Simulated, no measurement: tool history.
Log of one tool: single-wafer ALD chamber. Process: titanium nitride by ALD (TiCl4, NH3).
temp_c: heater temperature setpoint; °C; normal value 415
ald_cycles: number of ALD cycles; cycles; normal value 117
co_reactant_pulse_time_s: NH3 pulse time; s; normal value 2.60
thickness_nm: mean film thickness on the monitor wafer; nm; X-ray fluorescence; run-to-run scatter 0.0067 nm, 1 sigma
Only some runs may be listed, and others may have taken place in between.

| run | hour | temp_c | ald_cycles | co_reactant_pulse_time_s | read-back reference wafer on the same gauge, thickness_nm | thickness_nm |
|---|---|---|---|---|---|---|
| 1 | 0.0 | 415 | 117 | 2.60 | 2.302 | 2.725 |
| 2 | 79.0 | 415 | 117 | 2.60 | 2.300 | 2.747 |
| 3 | 151.1 | 415 | 117 | 2.60 | 2.302 | 2.742 |
| 4 | 243.7 | 426 | 117 | 2.60 | 2.304 | 2.761 |
| 5 | 289.2 | 415 | 117 | 2.60 | 2.305 | 2.755 |
| 6 | 357.3 | 415 | 117 | 3.16 | 2.256 | 2.696 |
| 7 | 412.3 | 408 | 117 | 3.03 | 2.264 | 2.698 |
| 8 | 452.9 | 415 | 117 | 2.60 | 2.269 | 2.706 |
| 9 | 546.2 | 415 | 117 | 2.60 | 2.281 | 2.713 |
| 10 | 596.0 | 415 | 117 | 2.60 | 2.284 | 2.721 |
| 11 | 650.3 | 415 | 117 | 3.18 | 2.288 | 2.742 |
| 12 | 723.2 | 415 | 117 | 3.18 | 2.293 | 2.742 |
| 13 | 795.0 | 415 | 117 | 2.60 | 2.298 | 2.748 |
| 14 | 860.5 | 415 | 117 | 2.60 | 2.301 | 2.748 |
| 15 | 942.9 | 415 | 117 | 2.60 | 2.307 | 2.758 |
| 16 | 1030.8 | 415 | 117 | 2.60 | 2.309 | 2.761 |
| 17 | 1104.9 | 415 | 117 | 3.00 | 2.311 | 2.763 |
| 18 | 1144.5 | 415 | 117 | 2.60 | 2.309 | 2.766 |
| 19 | 1211.7 | 401 | 131 | 2.60 | 2.312 | 3.075 |
| 20 | 1281.5 | 415 | 139 | 2.60 | 2.313 | 3.277 |
| 21 | 1337.5 | 426 | 117 | 2.10 | 2.314 | 2.768 |
| 22 | 1423.7 | 401 | 125 | 3.52 | 2.317 | 2.980 |
| 23 | 1501.0 | 415 | 130 | 2.04 | 2.246 | 2.962 |
| 24 | 1568.7 | 427 | 140 | 2.60 | 2.257 | 3.235 |
| 25 | 1655.5 | 410 | 137 | 2.60 | 2.266 | 3.158 |
| 26 | 1723.8 | 404 | 134 | 2.60 | 2.273 | 3.108 |
| 27 | 1819.6 | 429 | 97 | 3.51 | 2.281 | 2.263 |
| 28 | 1868.9 | 408 | 125 | 2.60 | 2.283 | 2.911 |
| 29 | 1960.9 | 415 | 117 | 2.60 | 2.290 | 2.737 |
| 30 | 2055.6 | 415 | 117 | 2.24 | 2.296 | 2.722 |
| 31 | 2135.0 | 415 | 117 | 2.60 | 2.296 | 2.746 |
| 32 | 2230.6 | 415 | 132 | 2.12 | 2.298 | 3.090 |
| 33 | 2337.1 | 402 | 126 | 1.72 | 2.301 | 2.913 |

The log once held 5 entries between its listed runs, left out of this copy. Where does each go, and what is different about the tool's unlogged condition between the listed run before it and the listed run after it?
Between runs 5 and 6: gauge calibrated (hour 355.4)
  gauge reads high (%): 2.41 -> 0.28
  measured minus no-state result, thickness_nm: +0.064 -> +0.008 nm
Between runs 15 and 16: thermocouple changed; heater temperature recalibrated (hour 1001.1)
  gauge reads high (%): 2.46 -> 2.59
  measured minus no-state result, thickness_nm: +0.066 -> +0.070 nm
Between runs 22 and 23: gauge calibrated (hour 1495.3)
  gauge reads high (%): 2.95 -> -0.178
  measured minus no-state result, thickness_nm: +0.085 -> -0.005 nm
Between runs 23 and 24: showerhead replaced (hour 1556.8)
  gauge reads high (%): -0.178 -> 0.247
  measured minus no-state result, thickness_nm: -0.005 -> +0.008 nm
Between runs 32 and 33: thermocouple changed; heater temperature recalibrated (hour 2336.6)
  gauge reads high (%): 2.19 -> 2.3
  measured minus no-state result, thickness_nm: +0.066 -> +0.066 nm
